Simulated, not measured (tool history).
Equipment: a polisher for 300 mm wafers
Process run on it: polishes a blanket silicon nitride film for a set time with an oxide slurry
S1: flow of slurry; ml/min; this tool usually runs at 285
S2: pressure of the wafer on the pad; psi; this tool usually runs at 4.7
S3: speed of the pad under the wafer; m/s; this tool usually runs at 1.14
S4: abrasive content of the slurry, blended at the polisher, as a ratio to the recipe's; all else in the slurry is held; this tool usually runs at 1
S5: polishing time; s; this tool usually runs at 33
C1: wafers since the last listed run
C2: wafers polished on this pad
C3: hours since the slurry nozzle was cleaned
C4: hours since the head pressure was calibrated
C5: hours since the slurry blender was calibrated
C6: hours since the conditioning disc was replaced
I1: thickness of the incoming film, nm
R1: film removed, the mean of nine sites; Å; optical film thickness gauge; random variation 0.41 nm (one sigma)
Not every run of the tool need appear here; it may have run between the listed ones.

{"run": 1, "day": 0.0, "S1": 285, "S2": 4.7, "S3": 1.14, "S4": 1, "S5": 33, "C1": 0, "C2": 1606, "C3": 246.4, "C4": 274.7, "C5": 174.5, "C6": 267.1, "I1": 364.8, "R1": 286}
{"run": 2, "day": 2.708, "S1": 355, "S2": 4.7, "S3": 1.14, "S4": 1, "S5": 33, "C1": 1001, "C2": 2608, "C3": 311.4, "C4": 339.7, "C5": 239.5, "C6": 332.1, "I1": 363.1, "R1": 282}
{"run": 3, "day": 3.833, "S1": 355, "S2": 4.7, "S3": 1.14, "S4": 1, "S5": 33, "C1": 416, "C2": 3024, "C3": 338.4, "C4": 366.7, "C5": 266.5, "C6": 359.1, "I1": 357.3, "R1": 287}
{"run": 4, "day": 5.858, "S1": 285, "S2": 4.7, "S3": 1.14, "S4": 1, "S5": 33, "C1": 748, "C2": 3773, "C3": 387, "C4": 415.3, "C5": 315.1, "C6": 407.7, "I1": 353.3, "R1": 273}
{"day": 6.467, "done": "worn pad replaced by a new one"}
{"day": 9.304, "done": "conditioning disc replaced and pad reconditioned"}
{"day": 10.888, "done": "head pressure recalibrated"}
{"day": 10.954, "done": "slurry blender recalibrated"}
{"day": 11.033, "done": "slurry nozzle cleaned"}
{"run": 5, "day": 11.592, "S1": 285, "S2": 4.7, "S3": 1.14, "S4": 1, "S5": 33, "C1": 1956, "C2": 1792, "C3": 13.4, "C4": 16.9, "C5": 15.3, "C6": 54.9, "I1": 356.9, "R1": 282}
{"run": 6, "day": 13.808, "S1": 285, "S2": 4.7, "S3": 1.14, "S4": 1, "S5": 33, "C1": 819, "C2": 2612, "C3": 66.6, "C4": 70.1, "C5": 68.5, "C6": 108.1, "I1": 362.8, "R1": 274}
{"run": 7, "day": 15.154, "S1": 285, "S2": 4.7, "S3": 1.14, "S4": 1, "S5": 33, "C1": 497, "C2": 3110, "C3": 98.9, "C4": 102.4, "C5": 100.8, "C6": 140.4, "I1": 359.3, "R1": 275}
{"run": 8, "day": 17.246, "S1": 285, "S2": 4.7, "S3": 1.14, "S4": 1, "S5": 33, "C1": 773, "C2": 3883, "C3": 149.1, "C4": 152.6, "C5": 151, "C6": 190.6, "I1": 362.7, "R1": 278}
{"day": 17.988, "done": "worn pad replaced by a new one"}
{"run": 9, "day": 19.471, "S1": 285, "S2": 4.7, "S3": 1.14, "S4": 1, "S5": 33, "C1": 761, "C2": 548, "C3": 202.5, "C4": 206, "C5": 204.4, "C6": 244, "I1": 361.5, "R1": 270}
{"run": 10, "day": 20.729, "S1": 285, "S2": 4.7, "S3": 1.14, "S4": 1, "S5": 33, "C1": 465, "C2": 1014, "C3": 232.7, "C4": 236.2, "C5": 234.6, "C6": 274.2, "I1": 359.6, "R1": 279}
{"run": 11, "day": 23.254, "S1": 370, "S2": 4.7, "S3": 1.38, "S4": 1, "S5": 33, "C1": 933, "C2": 1948, "C3": 293.3, "C4": 296.8, "C5": 295.2, "C6": 334.8, "I1": 366.2, "R1": 331}
{"run": 12, "day": 24.279, "S1": 285, "S2": 4.7, "S3": 1.14, "S4": 0.75, "S5": 33, "C1": 379, "C2": 2327, "C3": 317.9, "C4": 321.4, "C5": 319.8, "C6": 359.4, "I1": 367.8, "R1": 243}
{"run": 13, "day": 25.575, "S1": 200, "S2": 4.7, "S3": 0.82, "S4": 0.75, "S5": 39, "C1": 479, "C2": 2806, "C3": 349, "C4": 352.5, "C5": 350.9, "C6": 390.5, "I1": 360.8, "R1": 214}
{"day": 26.758, "done": "slurry blender recalibrated"}
{"run": 14, "day": 27.429, "S1": 285, "S2": 4.7, "S3": 1.14, "S4": 1, "S5": 33, "C1": 654, "C2": 3461, "C3": 393.5, "C4": 397, "C5": 16.1, "C6": 435, "I1": 359, "R1": 274}
{"day": 28.858, "done": "worn pad replaced by a new one"}
{"run": 15, "day": 29.133, "S1": 235, "S2": 5.6, "S3": 1.34, "S4": 1, "S5": 37, "C1": 568, "C2": 101, "C3": 434.4, "C4": 437.9, "C5": 57, "C6": 475.9, "I1": 353.9, "R1": 397}
{"day": 30.233, "done": "conditioning disc replaced and pad reconditioned"}
{"run": 16, "day": 30.267, "S1": 285, "S2": 5.1, "S3": 1.14, "S4": 1, "S5": 33, "C1": 388, "C2": 489, "C3": 461.6, "C4": 465.1, "C5": 84.2, "C6": 0.8, "I1": 360.9, "R1": 295}
{"run": 17, "day": 31.908, "S1": 285, "S2": 4.7, "S3": 1.14, "S4": 0.85, "S5": 25, "C1": 607, "C2": 1096, "C3": 501, "C4": 504.5, "C5": 123.6, "C6": 40.2, "I1": 355.5, "R1": 203}
{"day": 33.308, "done": "slurry nozzle cleaned"}
{"run": 18, "day": 34.862, "S1": 285, "S2": 5.9, "S3": 1.14, "S4": 1, "S5": 33, "C1": 1077, "C2": 2173, "C3": 37.3, "C4": 575.4, "C5": 194.5, "C6": 111.1, "I1": 352.6, "R1": 347}
{"day": 35.921, "done": "head pressure recalibrated"}
{"run": 19, "day": 36.233, "S1": 360, "S2": 4.7, "S3": 1.38, "S4": 1, "S5": 33, "C1": 476, "C2": 2650, "C3": 70.2, "C4": 7.5, "C5": 227.4, "C6": 144, "I1": 359, "R1": 323}
{"run": 20, "day": 38.938, "S1": 285, "S2": 3.6, "S3": 1.14, "S4": 1.25, "S5": 33, "C1": 1000, "C2": 3650, "C3": 135.1, "C4": 72.4, "C5": 292.3, "C6": 208.9, "I1": 363, "R1": 247}
{"day": 39.504, "done": "worn pad replaced by a new one"}
{"run": 21, "day": 41.708, "S1": 285, "S2": 4.7, "S3": 1.14, "S4": 1, "S5": 33, "C1": 963, "C2": 815, "C3": 201.6, "C4": 138.9, "C5": 358.8, "C6": 275.4, "I1": 360.2, "R1": 271}
{"day": 43.279, "done": "slurry blender recalibrated"}
{"run": 22, "day": 43.762, "S1": 285, "S2": 4.7, "S3": 1.14, "S4": 1, "S5": 33, "C1": 728, "C2": 1544, "C3": 250.9, "C4": 188.2, "C5": 11.6, "C6": 324.7, "I1": 365.2, "R1": 287}
{"run": 23, "day": 46.067, "S1": 285, "S2": 4.7, "S3": 1.14, "S4": 1, "S5": 33, "C1": 852, "C2": 2396, "C3": 306.2, "C4": 243.5, "C5": 66.9, "C6": 380, "I1": 364.9, "R1": 276}
{"run": 24, "day": 47.112, "S1": 285, "S2": 4.7, "S3": 0.96, "S4": 1, "S5": 33, "C1": 386, "C2": 2782, "C3": 331.3, "C4": 268.6, "C5": 92, "C6": 405.1, "I1": 358.9, "R1": 244}

Run-by-run hidden state of the tool:
removal rate lost through wear of the pad, %: 0 across all the runs
slurry flow missing at the pad, %: 0 across all the runs
deviation of the head's pressure from its setpoint, %: 0 across all the runs
abrasive missing from the slurry, %: 0 across all the runs
time polished since the conditioner stopped cutting, s: 0 across all the runs
